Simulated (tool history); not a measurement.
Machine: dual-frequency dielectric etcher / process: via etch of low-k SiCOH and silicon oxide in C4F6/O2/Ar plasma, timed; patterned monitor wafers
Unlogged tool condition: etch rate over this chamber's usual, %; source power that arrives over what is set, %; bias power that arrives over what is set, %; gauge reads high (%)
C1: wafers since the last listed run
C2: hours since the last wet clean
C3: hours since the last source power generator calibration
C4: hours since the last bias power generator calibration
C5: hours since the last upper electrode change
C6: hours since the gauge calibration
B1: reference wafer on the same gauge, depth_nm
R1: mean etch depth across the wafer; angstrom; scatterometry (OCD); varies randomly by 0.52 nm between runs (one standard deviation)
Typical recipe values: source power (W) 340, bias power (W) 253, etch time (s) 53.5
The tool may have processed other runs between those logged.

Run 1, hour 0.0: usual settings; C1 0; C2 277.6; C3 254.3; C4 2258.8; C5 4567.6; C6 471.5; B1 161.1. Result: R1 1821 angstrom.
Run 2, hour 58.0: usual settings but etch time (s) 57.0; C1 861; C2 335.6; C3 312.3; C4 2316.8; C5 4625.6; C6 529.5; B1 160.9. Result: R1 1943 angstrom.
Run 3, hour 118.6: usual settings but source power (W) 300, etch time (s) 49.0; C1 900; C2 396.2; C3 372.9; C4 2377.4; C5 4686.2; C6 590.1; B1 161.0. Result: R1 1600 angstrom.
At hour 164.2: wet clean of the chamber.
Run 4, hour 164.7: usual settings but source power (W) 300, etch time (s) 49.0; C1 328; C2 0.5; C3 419.0; C4 2423.5; C5 4732.3; C6 636.2; B1 161.0. Result: R1 1607 angstrom.
Run 5, hour 199.5: usual settings but source power (W) 300, etch time (s) 49.0; C1 517; C2 35.3; C3 453.8; C4 2458.3; C5 4767.1; C6 671.0; B1 161.1. Result: R1 1601 angstrom.
Run 6, hour 248.7: usual settings; C1 731; C2 84.5; C3 503.0; C4 2507.5; C5 4816.3; C6 720.2; B1 161.0. Result: R1 1817 angstrom.
Run 7, hour 298.4: usual settings; C1 738; C2 134.2; C3 552.7; C4 2557.2; C5 4866.0; C6 769.9; B1 161.0. Result: R1 1826 angstrom.
Run 8, hour 356.1: usual settings; C1 857; C2 191.9; C3 610.4; C4 2614.9; C5 4923.7; C6 827.6; B1 161.0. Result: R1 1819 angstrom.
Run 9, hour 427.9: usual settings; C1 1066; C2 263.7; C3 682.2; C4 2686.7; C5 4995.5; C6 899.4; B1 161.0. Result: R1 1807 angstrom.
Run 10, hour 484.5: usual settings; C1 841; C2 320.3; C3 738.8; C4 2743.3; C5 5052.1; C6 956.0; B1 160.9. Result: R1 1816 angstrom.
Run 11, hour 552.5: usual settings; C1 1010; C2 388.3; C3 806.8; C4 2811.3; C5 5120.1; C6 1024.0; B1 161.1. Result: R1 1815 angstrom.
At hour 611.9: bias power generator calibrated.
Run 12, hour 615.1: usual settings but source power (W) 280, bias power (W) 209; C1 870; C2 450.9; C3 869.4; C4 3.2; C5 5182.7; C6 1086.6; B1 160.9. Result: R1 1664 angstrom.
At hour 673.3: wet clean of the chamber.
Run 13, hour 682.8: usual settings but source power (W) 270, bias power (W) 308, etch time (s) 64.0; C1 649; C2 9.5; C3 937.1; C4 70.9; C5 5250.4; C6 1154.3; B1 161.0. Result: R1 2096 angstrom.
Run 14, hour 721.8: usual settings but etch time (s) 43.0; C1 579; C2 48.5; C3 976.1; C4 109.9; C5 5289.4; C6 1193.3; B1 161.1. Result: R1 1452 angstrom.
Run 15, hour 753.6: usual settings but etch time (s) 46.5; C1 472; C2 80.3; C3 1007.9; C4 141.7; C5 5321.2; C6 1225.1; B1 161.0. Result: R1 1576 angstrom.
Run 16, hour 800.5: usual settings; C1 696; C2 127.2; C3 1054.8; C4 188.6; C5 5368.1; C6 1272.0; B1 161.1. Result: R1 1807 angstrom.
Run 17, hour 832.3: usual settings but etch time (s) 45.5; C1 472; C2 159.0; C3 1086.6; C4 220.4; C5 5399.9; C6 1303.8; B1 161.0. Result: R1 1535 angstrom.
Run 18, hour 860.5: usual settings but bias power (W) 310; C1 419; C2 187.2; C3 1114.8; C4 248.6; C5 5428.1; C6 1332.0; B1 161.0. Result: R1 1881 angstrom.
Run 19, hour 919.5: usual settings but bias power (W) 236, etch time (s) 43.5; C1 876; C2 246.2; C3 1173.8; C4 307.6; C5 5487.1; C6 1391.0; B1 161.0. Result: R1 1450 angstrom.
At hour 960.3: gauge calibrated.
At hour 1015.8: upper electrode replaced.
Run 20, hour 1062.3: usual settings; C1 1765; C2 389.0; C3 1316.6; C4 450.4; C5 46.5; C6 102.0; B1 160.9. Result: R1 1801 angstrom.
At hour 1071.6: source power generator calibrated.
Run 21, hour 1090.3: usual settings but etch time (s) 40.0; C1 356; C2 417.0; C3 18.7; C4 478.4; C5 74.5; C6 130.0; B1 161.0. Result: R1 1360 angstrom.
Run 22, hour 1142.8: usual settings; C1 780; C2 469.5; C3 71.2; C4 530.9; C5 127.0; C6 182.5; B1 161.2. Result: R1 1817 angstrom.
Run 23, hour 1195.8: usual settings but source power (W) 310, bias power (W) 283, etch time (s) 41.5; C1 787; C2 522.5; C3 124.2; C4 583.9; C5 180.0; C6 235.5; B1 161.0. Result: R1 1393 angstrom.
At hour 1247.7: wet clean of the chamber.
Run 24, hour 1256.2: usual settings but etch time (s) 38.0; C1 540; C2 8.5; C3 184.6; C4 644.3; C5 240.4; C6 295.9; B1 161.0. Result: R1 1290 angstrom.
Run 25, hour 1307.3: usual settings; C1 759; C2 59.6; C3 235.7; C4 695.4; C5 291.5; C6 347.0; B1 161.0. Result: R1 1818 angstrom.
Run 26, hour 1336.1: usual settings but source power (W) 280, etch time (s) 64.5; C1 427; C2 88.4; C3 264.5; C4 724.2; C5 320.3; C6 375.8; B1 161.1. Result: R1 2062 angstrom.
Run 27, hour 1366.8: usual settings; C1 456; C2 119.1; C3 295.2; C4 754.9; C5 351.0; C6 406.5; B1 161.1. Result: R1 1815 angstrom.
Run 28, hour 1414.4: usual settings but source power (W) 290, bias power (W) 291, etch time (s) 62.5; C1 707; C2 166.7; C3 342.8; C4 802.5; C5 398.6; C6 454.1; B1 160.9. Result: R1 2075 angstrom.
Run 29, hour 1446.4: usual settings; C1 475; C2 198.7; C3 374.8; C4 834.5; C5 430.6; C6 486.1; B1 161.0. Result: R1 1810 angstrom.

Run by run, hidden condition taken away, random variation retained:
run    R1
  1  1827
  2  1949
  3  1605
  4  1612
  5  1607
  6  1824
  7  1834
  8  1828
  9  1817
 10  1828
 11  1828
 12  1677
 13  2114
 14  1466
 15  1591
 16  1826
 17  1552
 18  1902
 19  1468
 20  1828
 21  1364
 22  1823
 23  1398
 24  1294
 25  1825
 26  2070
 27  1822
 28  2083
 29  1817

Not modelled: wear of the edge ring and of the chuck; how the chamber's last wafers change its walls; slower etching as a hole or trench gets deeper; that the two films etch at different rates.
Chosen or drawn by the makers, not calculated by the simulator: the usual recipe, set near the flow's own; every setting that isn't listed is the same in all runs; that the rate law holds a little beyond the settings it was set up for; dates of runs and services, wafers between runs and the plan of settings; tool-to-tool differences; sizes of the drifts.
